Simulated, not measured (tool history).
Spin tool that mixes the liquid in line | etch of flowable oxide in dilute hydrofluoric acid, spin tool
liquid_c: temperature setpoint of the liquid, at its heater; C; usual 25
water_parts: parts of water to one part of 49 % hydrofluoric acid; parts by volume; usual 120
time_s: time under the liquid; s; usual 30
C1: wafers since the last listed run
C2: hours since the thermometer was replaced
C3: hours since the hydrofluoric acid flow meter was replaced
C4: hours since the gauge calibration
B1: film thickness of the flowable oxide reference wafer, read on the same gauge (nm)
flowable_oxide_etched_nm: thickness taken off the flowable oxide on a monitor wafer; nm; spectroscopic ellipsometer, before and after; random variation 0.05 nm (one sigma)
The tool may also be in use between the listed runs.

Run 1, day 0: usual settings but liquid_c 23.5 C, time_s 25 s; C1 0; C2 2214.2; C3 1124.1; C4 355.8; B1 59.93. Result: flowable_oxide_etched_nm 8.57 nm.
Run 2, day 0.7: usual settings but liquid_c 23.5 C, time_s 25 s; C1 194; C2 2231; C3 1140.9; C4 372.6; B1 59.99. Result: flowable_oxide_etched_nm 8.6 nm.
Run 3, day 1.267: usual settings; C1 157; C2 2244.6; C3 1154.5; C4 386.2; B1 60.04. Result: flowable_oxide_etched_nm 10.88 nm.
Run 4, day 1.804: usual settings; C1 149; C2 2257.5; C3 1167.4; C4 399.1; B1 59.98. Result: flowable_oxide_etched_nm 10.9 nm.
At day 2.879: gauge calibrated.
Run 5, day 3.046: usual settings; C1 344; C2 2287.3; C3 1197.2; C4 4; B1 60. Result: flowable_oxide_etched_nm 10.85 nm.
Run 6, day 3.325: usual settings; C1 77; C2 2294; C3 1203.9; C4 10.7; B1 59.99. Result: flowable_oxide_etched_nm 10.9 nm.
Run 7, day 3.758: usual settings; C1 120; C2 2304.4; C3 1214.3; C4 21.1; B1 60.01. Result: flowable_oxide_etched_nm 10.85 nm.
Run 8, day 4.142: usual settings; C1 106; C2 2313.6; C3 1223.5; C4 30.3; B1 60.01. Result: flowable_oxide_etched_nm 10.82 nm.
Run 9, day 4.854: usual settings; C1 197; C2 2330.7; C3 1240.6; C4 47.4; B1 60. Result: flowable_oxide_etched_nm 10.94 nm.
Run 10, day 5.312: usual settings; C1 127; C2 2341.7; C3 1251.6; C4 58.4; B1 60. Result: flowable_oxide_etched_nm 10.78 nm.
Run 11, day 5.721: usual settings; C1 113; C2 2351.5; C3 1261.4; C4 68.2; B1 59.99. Result: flowable_oxide_etched_nm 10.85 nm.
Run 12, day 6.404: usual settings but liquid_c 23 C; C1 189; C2 2367.9; C3 1277.8; C4 84.6; B1 60.02. Result: flowable_oxide_etched_nm 9.98 nm.
At day 6.962: hydrofluoric acid flow meter replaced.
Run 13, day 7.092: usual settings but liquid_c 23 C; C1 179; C2 2384.4; C3 3.1; C4 101.1; B1 60.03. Result: flowable_oxide_etched_nm 10.01 nm.
Run 14, day 7.775: usual settings; C1 189; C2 2400.8; C3 19.5; C4 117.5; B1 59.95. Result: flowable_oxide_etched_nm 10.75 nm.
Run 15, day 8.275: usual settings but liquid_c 20 C, water_parts 145 parts by volume, time_s 40 s; C1 138; C2 2412.8; C3 31.5; C4 129.5; B1 60.01. Result: flowable_oxide_etched_nm 9.46 nm.
Run 16, day 8.579: usual settings but liquid_c 26.5 C, water_parts 90 parts by volume; C1 84; C2 2420.1; C3 38.8; C4 136.8; B1 59.99. Result: flowable_oxide_etched_nm 15.96 nm.
Run 17, day 9.046: usual settings but water_parts 90 parts by volume; C1 129; C2 2431.3; C3 50; C4 148; B1 59.98. Result: flowable_oxide_etched_nm 14.98 nm.
Run 18, day 9.679: usual settings but liquid_c 20.5 C; C1 175; C2 2446.5; C3 65.2; C4 163.2; B1 60.01. Result: flowable_oxide_etched_nm 9 nm.
Run 19, day 10.158: usual settings; C1 133; C2 2458; C3 76.7; C4 174.7; B1 59.94. Result: flowable_oxide_etched_nm 10.71 nm.
At day 10.4: thermometer replaced.
Run 20, day 10.642: usual settings but liquid_c 29 C, water_parts 160 parts by volume, time_s 45 s; C1 122; C2 5.8; C3 88.3; C4 186.3; B1 60. Result: flowable_oxide_etched_nm 15.14 nm.
Run 21, day 11: usual settings but time_s 45 s; C1 99; C2 14.4; C3 96.9; C4 194.9; B1 60.02. Result: flowable_oxide_etched_nm 18.18 nm.
Run 22, day 12.267: usual settings but liquid_c 22.5 C, water_parts 60 parts by volume, time_s 45 s; C1 351; C2 44.8; C3 127.3; C4 225.3; B1 59.98. Result: flowable_oxide_etched_nm 35.24 nm.
Run 23, day 12.725: usual settings but liquid_c 23 C, water_parts 145 parts by volume, time_s 35 s; C1 127; C2 55.8; C3 138.3; C4 236.3; B1 59.96. Result: flowable_oxide_etched_nm 10.53 nm.
Run 24, day 13.221: usual settings but water_parts 150 parts by volume; C1 137; C2 67.7; C3 150.2; C4 248.2; B1 59.98. Result: flowable_oxide_etched_nm 9.38 nm.
Run 25, day 15.058: usual settings but liquid_c 20 C, water_parts 160 parts by volume; C1 510; C2 111.8; C3 194.3; C4 292.3; B1 59.99. Result: flowable_oxide_etched_nm 7.12 nm.
Run 26, day 15.5: usual settings but liquid_c 20.5 C, water_parts 160 parts by volume, time_s 45 s; C1 122; C2 122.4; C3 204.9; C4 302.9; B1 60.01. Result: flowable_oxide_etched_nm 10.91 nm.
Run 27, day 15.942: usual settings but water_parts 65 parts by volume; C1 122; C2 133; C3 215.5; C4 313.5; B1 60.03. Result: flowable_oxide_etched_nm 23.93 nm.
Run 28, day 16.525: usual settings but liquid_c 29 C; C1 162; C2 147; C3 229.5; C4 327.5; B1 59.98. Result: flowable_oxide_etched_nm 14.06 nm.
Run 29, day 16.912: usual settings but time_s 40 s; C1 107; C2 156.3; C3 238.8; C4 336.8; B1 59.95. Result: flowable_oxide_etched_nm 16.01 nm.
Run 30, day 17.508: usual settings but time_s 15 s; C1 165; C2 170.6; C3 253.1; C4 351.1; B1 59.98. Result: flowable_oxide_etched_nm 5.99 nm.
At day 18.858: gauge calibrated.
Run 31, day 19.242: usual settings; C1 481; C2 212.2; C3 294.7; C4 9.2; B1 60. Result: flowable_oxide_etched_nm 12.01 nm.
Run 32, day 19.504: usual settings but liquid_c 23 C, water_parts 65 parts by volume, time_s 45 s; C1 72; C2 218.5; C3 301; C4 15.5; B1 59.96. Result: flowable_oxide_etched_nm 32.78 nm.
Run 33, day 20.225: usual settings; C1 200; C2 235.8; C3 318.3; C4 32.8; B1 59.99. Result: flowable_oxide_etched_nm 12 nm.

How the hidden state differs across the entries between the runs, from the last listed run before each to the first after it:
Between runs 4 and 5: gauge calibrated (day 2.879)
  liquid colder than its thermometer reads (K): 2.97 -> 3.01
  measured less the result without the state, flowable_oxide_etched_nm: -1.34 -> -1.36 nm
Between runs 12 and 13: hydrofluoric acid flow meter replaced (day 6.962)
  liquid colder than its thermometer reads (K): 3.1 -> 3.12
  measured less the result without the state, flowable_oxide_etched_nm: -1.32 -> -1.33 nm
Between runs 19 and 20: thermometer replaced (day 10.4)
  liquid colder than its thermometer reads (K): 3.21 -> 0.25
  measured less the result without the state, flowable_oxide_etched_nm: -1.44 -> -0.14 nm
Between runs 30 and 31: gauge calibrated (day 18.858)
  liquid colder than its thermometer reads (K): 0.442 -> 0.491
  measured less the result without the state, flowable_oxide_etched_nm: -0.1 -> -0.23 nm
